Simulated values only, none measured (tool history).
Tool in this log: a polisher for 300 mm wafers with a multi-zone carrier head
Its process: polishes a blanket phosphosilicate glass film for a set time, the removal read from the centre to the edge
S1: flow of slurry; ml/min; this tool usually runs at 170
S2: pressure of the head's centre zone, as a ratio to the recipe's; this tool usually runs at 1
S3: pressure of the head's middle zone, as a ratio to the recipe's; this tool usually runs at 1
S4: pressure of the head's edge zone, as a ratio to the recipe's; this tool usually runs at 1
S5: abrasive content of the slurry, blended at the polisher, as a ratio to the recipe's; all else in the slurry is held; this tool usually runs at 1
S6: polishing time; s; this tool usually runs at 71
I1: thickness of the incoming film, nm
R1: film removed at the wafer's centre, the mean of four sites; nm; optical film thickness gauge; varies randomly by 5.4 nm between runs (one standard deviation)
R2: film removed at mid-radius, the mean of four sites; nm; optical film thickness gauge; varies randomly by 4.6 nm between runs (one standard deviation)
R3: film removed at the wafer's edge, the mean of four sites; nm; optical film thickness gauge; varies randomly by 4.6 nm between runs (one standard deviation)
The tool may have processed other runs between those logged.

| run | day | S1 | S2 | S3 | S4 | S5 | S6 | I1 | R1 | R2 | R3 |
|---|---|---|---|---|---|---|---|---|---|---|---|
| 1 | 0 | 190 | 1 | 1 | 1 | 1 | 71 | 2263.6 | 512.5 | 518.6 | 529.7 |
| 2 | 0.375 | 190 | 1 | 1 | 1 | 1 | 71 | 2263.4 | 510.6 | 508.9 | 529.3 |
| 3 | 0.762 | 170 | 1 | 0.96 | 1 | 1 | 71 | 2298.6 | 491.7 | 478.9 | 519 |
| 4 | 1.304 | 170 | 1 | 0.96 | 1 | 1 | 71 | 2251.4 | 482.9 | 474.8 | 511.8 |
| 5 | 1.767 | 170 | 1 | 0.96 | 1 | 1 | 71 | 2300.4 | 490.4 | 480.5 | 515.3 |
| 6 | 2.142 | 145 | 1 | 1 | 1 | 1 | 71 | 2308.7 | 459.9 | 468 | 495.3 |
| 7 | 2.875 | 145 | 1 | 1 | 1 | 1 | 71 | 2278.5 | 453.7 | 461.2 | 494.7 |
| 8 | 4.658 | 145 | 1 | 1 | 1 | 1 | 71 | 2293.6 | 442.5 | 457.2 | 489.3 |
| 9 | 4.917 | 170 | 1 | 1 | 1 | 1 | 71 | 2272.1 | 467.8 | 473.6 | 494.8 |
| 10 | 5.496 | 140 | 1 | 1 | 1.1 | 1 | 71 | 2255.4 | 426.9 | 442.6 | 497.7 |
| 11 | 5.892 | 170 | 1 | 1 | 1 | 1 | 71 | 2227.3 | 470.7 | 474.2 | 496.6 |
| 12 | 6.283 | 170 | 1 | 1 | 0.97 | 1 | 71 | 2273.4 | 463.9 | 467.9 | 487.7 |
| 13 | 7.012 | 170 | 1 | 1 | 0.97 | 1 | 71 | 2235.1 | 446.2 | 458.7 | 490.4 |
| 14 | 7.621 | 130 | 1 | 1 | 0.89 | 1 | 56 | 2292.7 | 393.3 | 390.1 | 387.7 |
| 15 | 7.992 | 170 | 1 | 1.03 | 1 | 1 | 71 | 2287.9 | 512.4 | 545.3 | 530.3 |
| 16 | 8.546 | 170 | 0.89 | 0.96 | 0.91 | 1.25 | 71 | 2265.6 | 541.9 | 584.9 | 592.5 |
| 17 | 10.321 | 170 | 1.1 | 1 | 1 | 0.8 | 71 | 2284.8 | 478.1 | 441.3 | 458.9 |
| 18 | 12.079 | 110 | 1 | 1 | 1 | 1 | 71 | 2264 | 446.8 | 454.9 | 489.8 |
| 19 | 12.362 | 230 | 1 | 1 | 1.11 | 1 | 71 | 2258.7 | 543.5 | 542.2 | 577.7 |
| 20 | 12.825 | 170 | 1 | 1 | 1 | 1 | 71 | 2295.7 | 495 | 506.8 | 528.1 |
| 21 | 13.275 | 170 | 1 | 0.93 | 0.95 | 1.1 | 71 | 2273.6 | 526.5 | 510.2 | 540.3 |

The log once held 6 entries between its listed runs, left out of this copy. Where does each go, and what is different about the tool's unlogged condition between the listed run before it and the listed run after it?
Run 6 -> run 7: worn pad replaced by a new one (day 2.854)
  slurry flow missing at the pad, %: 27.6 -> 29.6
  measured result minus the result with no hidden state, R1: -48 -> -52.8 nm; R2: -42.7 -> -46.8 nm; R3: -31.1 -> -34.4 nm
Run 7 -> run 8: edge zone pressure recalibrated (day 3.008); centre zone pressure recalibrated (day 4.167)
  slurry flow missing at the pad, %: 29.6 -> 34.5
  measured result minus the result with no hidden state, R1: -52.8 -> -66 nm; R2: -46.8 -> -59.3 nm; R3: -34.4 -> -43 nm
Run 10 -> run 11: carrier head's membrane replaced by a new one (day 5.846)
  slurry flow missing at the pad, %: 36.8 -> 37.9
  measured result minus the result with no hidden state, R1: -74.5 -> -68.7 nm; R2: -66.7 -> -60.6 nm; R3: -50 -> -43.9 nm
Run 13 -> run 14: slurry nozzle cleaned (day 7.6)
  slurry flow missing at the pad, %: 40.9 -> 1.03
  measured result minus the result with no hidden state, R1: -75.5 -> -1.1 nm; R2: -67.6 -> -1 nm; R3: -49.6 -> -0.7 nm
Run 16 -> run 17: worn pad replaced by a new one (day 8.892)
  slurry flow missing at the pad, %: 3.56 -> 8.41
  measured result minus the result with no hidden state, R1: -4.2 -> -9.4 nm; R2: -4.1 -> -7.7 nm; R3: -3 -> -5.8 nm

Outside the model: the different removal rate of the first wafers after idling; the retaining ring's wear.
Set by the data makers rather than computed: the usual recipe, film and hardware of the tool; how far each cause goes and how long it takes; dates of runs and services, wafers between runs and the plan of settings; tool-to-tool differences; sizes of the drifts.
